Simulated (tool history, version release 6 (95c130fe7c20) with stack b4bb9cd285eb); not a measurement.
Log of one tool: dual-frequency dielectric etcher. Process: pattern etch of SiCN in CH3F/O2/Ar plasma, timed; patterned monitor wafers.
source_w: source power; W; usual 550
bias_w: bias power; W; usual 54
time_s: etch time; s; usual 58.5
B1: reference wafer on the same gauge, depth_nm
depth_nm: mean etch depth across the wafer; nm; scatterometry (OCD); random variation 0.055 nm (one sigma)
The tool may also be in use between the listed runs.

run 1 hour=0 | source_w=550 bias_w=54 time_s=58.5 | B1=25.5 | depth_nm=21.86
run 2 hour=57.9 | source_w=550 bias_w=54 time_s=58.5 | B1=25.51 | depth_nm=21.87
-- hour=76.3 gauge calibrated
run 3 hour=114.7 | source_w=550 bias_w=54 time_s=58.5 | B1=25.5 | depth_nm=21.95
-- hour=180.3 wet clean of the chamber
run 4 hour=180.8 | source_w=550 bias_w=54 time_s=58.5 | B1=25.49 | depth_nm=21.82
run 5 hour=201 | source_w=500 bias_w=54 time_s=58.5 | B1=25.5 | depth_nm=20.97
run 6 hour=269.8 | source_w=550 bias_w=54 time_s=46 | B1=25.5 | depth_nm=17.26
run 7 hour=330.9 | source_w=550 bias_w=54 time_s=46 | B1=25.49 | depth_nm=17.23
run 8 hour=355.2 | source_w=620 bias_w=54 time_s=46 | B1=25.51 | depth_nm=18.05
run 9 hour=437.1 | source_w=620 bias_w=54 time_s=46 | B1=25.5 | depth_nm=18.14
-- hour=504.9 upper electrode replaced
run 10 hour=505.4 | source_w=550 bias_w=59 time_s=58.5 | B1=25.49 | depth_nm=22.53
run 11 hour=558.2 | source_w=550 bias_w=59 time_s=58.5 | B1=25.5 | depth_nm=22.48
-- hour=627.2 bias power generator calibrated
-- hour=627.5 wet clean of the chamber
run 12 hour=628 | source_w=550 bias_w=50 time_s=58.5 | B1=25.5 | depth_nm=21.31
run 13 hour=675.1 | source_w=550 bias_w=54 time_s=73.5 | B1=25.5 | depth_nm=27.4
run 14 hour=716.6 | source_w=550 bias_w=54 time_s=43 | B1=25.5 | depth_nm=16.08
run 15 hour=783.9 | source_w=480 bias_w=54 time_s=46.5 | B1=25.5 | depth_nm=16.45
run 16 hour=819.6 | source_w=550 bias_w=68 time_s=58.5 | B1=25.48 | depth_nm=23.57
run 17 hour=971 | source_w=550 bias_w=54 time_s=58.5 | B1=25.49 | depth_nm=21.84
-- hour=988.5 gauge calibrated
run 18 hour=1007.5 | source_w=480 bias_w=61 time_s=70.5 | B1=25.5 | depth_nm=25.85
-- hour=1037 source power generator calibrated
-- hour=1075.2 wet clean of the chamber
run 19 hour=1075.7 | source_w=550 bias_w=54 time_s=58.5 | B1=25.48 | depth_nm=21.97
run 20 hour=1107.7 | source_w=630 bias_w=64 time_s=69 | B1=25.49 | depth_nm=28.83
run 21 hour=1145.2 | source_w=460 bias_w=67 time_s=43 | B1=25.51 | depth_nm=16.02
run 22 hour=1183 | source_w=550 bias_w=54 time_s=58.5 | B1=25.5 | depth_nm=21.93
run 23 hour=1237.1 | source_w=470 bias_w=49 time_s=74.5 | B1=25.5 | depth_nm=25.19
run 24 hour=1278.1 | source_w=550 bias_w=54 time_s=58.5 | B1=25.49 | depth_nm=21.84
run 25 hour=1325.6 | source_w=440 bias_w=59 time_s=49 | B1=25.51 | depth_nm=17.08

4 ways to go on from here, each from the tool as it stands after run 25. What would each give?
run A hour=1326 | source_w=550 bias_w=46 time_s=58.5 | B1=? | depth_nm=?
run B hour=1326 | source_w=470 bias_w=66 time_s=58.5 | B1=? | depth_nm=?
run C hour=1326 | source_w=650 bias_w=62 time_s=70.5 | B1=? | depth_nm=?
run D hour=1326 | source_w=410 bias_w=47 time_s=67.5 | B1=? | depth_nm=?

run=A B1=25.49 depth_nm=20.85
run=B B1=25.49 depth_nm=21.87
run=C B1=25.49 depth_nm=29.61
run=D B1=25.49 depth_nm=21.29
Without the tool's hidden state the same runs would have given:
run=A depth_nm=20.85
run=B depth_nm=21.87
run=C depth_nm=29.61
run=D depth_nm=21.29
